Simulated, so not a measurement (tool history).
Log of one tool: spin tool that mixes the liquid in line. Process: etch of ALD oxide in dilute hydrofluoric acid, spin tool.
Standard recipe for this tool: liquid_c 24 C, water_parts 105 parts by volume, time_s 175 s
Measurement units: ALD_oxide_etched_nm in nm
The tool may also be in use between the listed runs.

| run | day | liquid_c | water_parts | time_s | wafers since the last listed run | hours since the thermometer was replaced | hours since the hydrofluoric acid flow meter was replaced | hours since the gauge calibration | read-back film thickness of the ALD oxide reference wafer, read on the same gauge (nm) | ALD_oxide_etched_nm |
|---|---|---|---|---|---|---|---|---|---|---|
| 1 | 0 | 24 | 105 | 175 | 0 | 2151.9 | 1245.6 | 190.8 | 130 | 24.51 |
| 2 | 1.138 | 24 | 105 | 175 | 274 | 2179.2 | 1272.9 | 218.1 | 130.01 | 24.95 |
| 3 | 3.333 | 24 | 105 | 115 | 530 | 2231.9 | 1325.6 | 270.8 | 129.99 | 16.33 |
| 4 | 3.671 | 24 | 140 | 175 | 81 | 2240 | 1333.7 | 278.9 | 130.01 | 17.93 |
|  | 4.792 | hydrofluoric acid flow meter replaced |
| 5 | 5.188 | 24 | 140 | 175 | 356 | 2276.4 | 9.5 | 315.3 | 129.94 | 16.26 |
| 6 | 6.871 | 24 | 140 | 175 | 406 | 2316.8 | 49.9 | 355.7 | 130.07 | 16.19 |
| 7 | 7.183 | 24 | 105 | 175 | 75 | 2324.3 | 57.4 | 363.2 | 129.97 | 22.54 |
| 8 | 7.646 | 24 | 105 | 175 | 111 | 2335.4 | 68.5 | 374.3 | 130.06 | 22.65 |
| 9 | 7.933 | 24 | 105 | 175 | 69 | 2342.3 | 75.4 | 381.2 | 130.03 | 22.78 |
| 10 | 8.279 | 24 | 105 | 130 | 83 | 2350.6 | 83.7 | 389.5 | 130.04 | 16.87 |
| 11 | 8.633 | 24 | 105 | 175 | 85 | 2359.1 | 92.2 | 398 | 130 | 22.69 |
| 12 | 9.242 | 28 | 155 | 130 | 146 | 2373.7 | 106.8 | 412.6 | 130.01 | 12.49 |
| 13 | 9.738 | 21.5 | 70 | 175 | 119 | 2385.6 | 118.7 | 424.5 | 129.98 | 32.12 |
| 14 | 10.379 | 21 | 85 | 205 | 154 | 2401 | 134.1 | 439.9 | 130.01 | 29.61 |
| 15 | 10.721 | 24 | 105 | 175 | 82 | 2409.2 | 142.3 | 448.1 | 129.98 | 22.44 |
|  | 11.308 | gauge calibrated |
| 16 | 11.321 | 24 | 105 | 175 | 144 | 2423.6 | 156.7 | 0.3 | 129.96 | 22.88 |
| 17 | 12.021 | 27.5 | 105 | 75 | 169 | 2440.4 | 173.5 | 17.1 | 130.02 | 11.31 |
|  | 12.354 | thermometer replaced |
| 18 | 12.617 | 20 | 75 | 265 | 133 | 6.3 | 187.8 | 31.4 | 129.96 | 42.84 |
| 19 | 12.942 | 27 | 150 | 70 | 78 | 14.1 | 195.6 | 39.2 | 130.03 | 6.77 |
| 20 | 13.475 | 24 | 105 | 265 | 128 | 26.9 | 208.4 | 52 | 129.99 | 34.96 |
| 21 | 14.133 | 20 | 60 | 130 | 158 | 42.7 | 224.2 | 67.8 | 129.99 | 26.6 |
| 22 | 14.854 | 24 | 105 | 175 | 174 | 60 | 241.5 | 85.1 | 129.97 | 23.24 |
| 23 | 15.433 | 25.5 | 75 | 75 | 139 | 73.9 | 255.4 | 99 | 130.01 | 15.14 |
| 24 | 16.088 | 24 | 105 | 175 | 157 | 89.6 | 271.1 | 114.7 | 129.98 | 23.1 |
| 25 | 16.379 | 24 | 105 | 175 | 70 | 96.6 | 278.1 | 121.7 | 129.98 | 23.03 |
| 26 | 16.646 | 25.5 | 70 | 110 | 64 | 103 | 284.5 | 128.1 | 130 | 24.38 |
| 27 | 17.242 | 24 | 105 | 175 | 143 | 117.3 | 298.8 | 142.4 | 130.01 | 23.31 |
| 28 | 17.517 | 24 | 150 | 175 | 66 | 123.9 | 305.4 | 149 | 130.04 | 15.32 |
| 29 | 18.267 | 28 | 105 | 175 | 181 | 141.9 | 323.4 | 167 | 129.97 | 26.86 |
| 30 | 18.679 | 24 | 145 | 75 | 99 | 151.8 | 333.3 | 176.9 | 130.05 | 6.8 |
| 31 | 19.342 | 24 | 105 | 175 | 159 | 167.7 | 349.2 | 192.8 | 130.01 | 23.18 |
| 32 | 19.771 | 20 | 85 | 220 | 103 | 178 | 359.5 | 203.1 | 129.98 | 31.34 |
| 33 | 20.383 | 24 | 105 | 175 | 147 | 192.7 | 374.2 | 217.8 | 130.01 | 23.2 |
| 34 | 20.671 | 24 | 105 | 175 | 69 | 199.6 | 381.1 | 224.7 | 130.01 | 23.35 |

Pick out some run-to-run changes in ALD_oxide_etched_nm. Of each, how much would a tool without hidden state show as well, from the settings, what came in and chance, and how much is left for the hidden state and any gauge scatter not in both results compared?
Hidden state present: liquid colder than its thermometer reads (K); hydrofluoric acid flow above the setpoint (%); gauge reads high (%).
Run 2 -> 3: time_s 175 -> 115. ALD_oxide_etched_nm -8.62 nm: hidden state -0.86, all else -7.76.
Run 4 -> 5: hydrofluoric acid flow meter replaced. ALD_oxide_etched_nm -1.67 nm: hidden state -1.84, all else +0.17.
Run 17 -> 18: liquid_c 27.5 -> 20, water_parts 105 -> 75, time_s 75 -> 265, thermometer replaced. ALD_oxide_etched_nm +31.53 nm: hidden state +0.8, all else +30.73.
Run 18 -> 19: liquid_c 20 -> 27, water_parts 75 -> 150, time_s 265 -> 70. ALD_oxide_etched_nm -36.07 nm: hidden state -0.9, all else -35.17.
Run 19 -> 20: liquid_c 27 -> 24, water_parts 150 -> 105, time_s 70 -> 265. ALD_oxide_etched_nm +28.19 nm: hidden state +0.8, all else +27.39.
